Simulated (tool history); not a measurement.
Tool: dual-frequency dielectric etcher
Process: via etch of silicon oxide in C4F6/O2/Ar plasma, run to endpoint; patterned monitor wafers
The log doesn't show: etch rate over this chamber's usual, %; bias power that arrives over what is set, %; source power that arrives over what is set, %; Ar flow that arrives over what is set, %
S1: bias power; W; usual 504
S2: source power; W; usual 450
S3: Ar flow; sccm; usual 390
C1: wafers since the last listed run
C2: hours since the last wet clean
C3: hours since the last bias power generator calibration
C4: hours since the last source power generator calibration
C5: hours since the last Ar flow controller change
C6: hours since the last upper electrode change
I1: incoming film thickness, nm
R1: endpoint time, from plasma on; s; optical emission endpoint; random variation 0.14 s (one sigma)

run    hour   S1   S2   S3    C1     C2      C3      C4      C5      C6     I1    R1
  1     0.0  504  520  323     0    0.5  1982.8  3509.3  5603.9  4176.3  158.6  32.0
  2   130.3  504  520  323  1268  130.8  2113.1  3639.6  5734.2  4306.6  158.4  31.4
  3   183.4  596  450  390   516  183.9  2166.2  3692.7  5787.3  4359.7  160.2  31.6
  4   245.1  504  450  390   600  245.6  2227.9  3754.4  5849.0  4421.4  161.0  33.4
  5   303.5  504  450  390   568  304.0  2286.3  3812.8  5907.4  4479.8  159.9  33.2
  6   450.0  574  450  390  1425  450.5  2432.8  3959.3  6053.9  4626.3  157.9  31.2
  7   476.5  574  450  390   257  477.0  2459.3  3985.8  6080.4  4652.8  159.8  31.5
      526.0  -- upper electrode replaced, of another model than before
  8   526.5  504  450  390   253  527.0  2509.3  4035.8  6130.4     0.5  157.5  32.3
  9   558.4  504  450  390   310  558.9  2541.2  4067.7  6162.3    32.4  159.5  32.5
 10   605.4  504  450  390   457  605.9  2588.2  4114.7  6209.3    79.4  158.0  32.1
      648.9  -- wet clean of the chamber
 11   650.1  504  470  390   201    1.2  2632.9  4159.4  6254.0   124.1  160.3  33.3
 12   715.4  504  470  390   635   66.5  2698.2  4224.7  6319.3   189.4  159.3  33.1
 13   764.7  504  340  312   479  115.8  2747.5  4274.0  6368.6   238.7  159.2  35.3
 14   831.4  504  450  390   649  182.5  2814.2  4340.7  6435.3   305.4  157.5  32.8
      852.9  -- Ar flow controller replaced
      860.4  -- source power generator calibrated
 15   891.2  397  450  471   484  242.3  2874.0    30.8    38.3   365.2  158.5  37.1
 16   937.1  464  450  428   446  288.2  2919.9    76.7    84.2   411.1  159.2  34.3
 17   991.1  461  540  330   525  342.2  2973.9   130.7   138.2   465.1  157.9  31.5
 18  1034.8  504  450  390   425  385.9  3017.6   174.4   181.9   508.8  158.8  32.6
 19  1074.4  455  450  340   385  425.5  3057.2   214.0   221.5   548.4  159.5  33.6
     1094.9  -- bias power generator calibrated
 20  1102.4  504  450  390   233  453.5     7.5   242.0   249.5   576.4  157.6  32.1
 21  1142.5  579  410  415   390  493.6    47.6   282.1   289.6   616.5  157.6  31.2
 22  1211.9  504  450  419   675  563.0   117.0   351.5   359.0   685.9  159.0  32.4
 23  1266.3  408  520  333   529  617.4   171.4   405.9   413.4   740.3  159.3  33.1
     1297.1  -- wet clean of the chamber
 24  1298.1  504  450  390    75    1.0   203.2   437.7   445.2   772.1  158.8  33.8
 25  1365.9  594  540  390   659   68.8   271.0   505.5   513.0   839.9  158.2  29.5
 26  1429.9  443  500  296   622  132.8   335.0   569.5   577.0   903.9  159.6  33.2
 27  1461.6  394  360  350   308  164.5   366.7   601.2   608.7   935.6  158.2  38.5
 28  1497.5  436  510  300   349  200.4   402.6   637.1   644.6   971.5  158.0  32.8

Some steps in R1 between neighbouring runs. How much of each would the tool show without its hidden state too (settings, what came in, random variation), and how much is left for the hidden state, with any gauge scatter that isn't in both results?
Run 10 -> 11: S2 450 -> 470, wet clean of the chamber. R1 +1.2 s: hidden state +1.2, all else +0.0.
Run 23 -> 24: S1 408 -> 504, S2 520 -> 450, S3 333 -> 390, wet clean of the chamber. R1 +0.7 s: hidden state +1.6, all else -0.9.
Run 26 -> 27: S1 443 -> 394, S2 500 -> 360, S3 296 -> 350. R1 +5.3 s: hidden state -0.1, all else +5.4.
Run 27 -> 28: S1 394 -> 436, S2 360 -> 510, S3 350 -> 300. R1 -5.7 s: hidden state +0.0, all else -5.7.

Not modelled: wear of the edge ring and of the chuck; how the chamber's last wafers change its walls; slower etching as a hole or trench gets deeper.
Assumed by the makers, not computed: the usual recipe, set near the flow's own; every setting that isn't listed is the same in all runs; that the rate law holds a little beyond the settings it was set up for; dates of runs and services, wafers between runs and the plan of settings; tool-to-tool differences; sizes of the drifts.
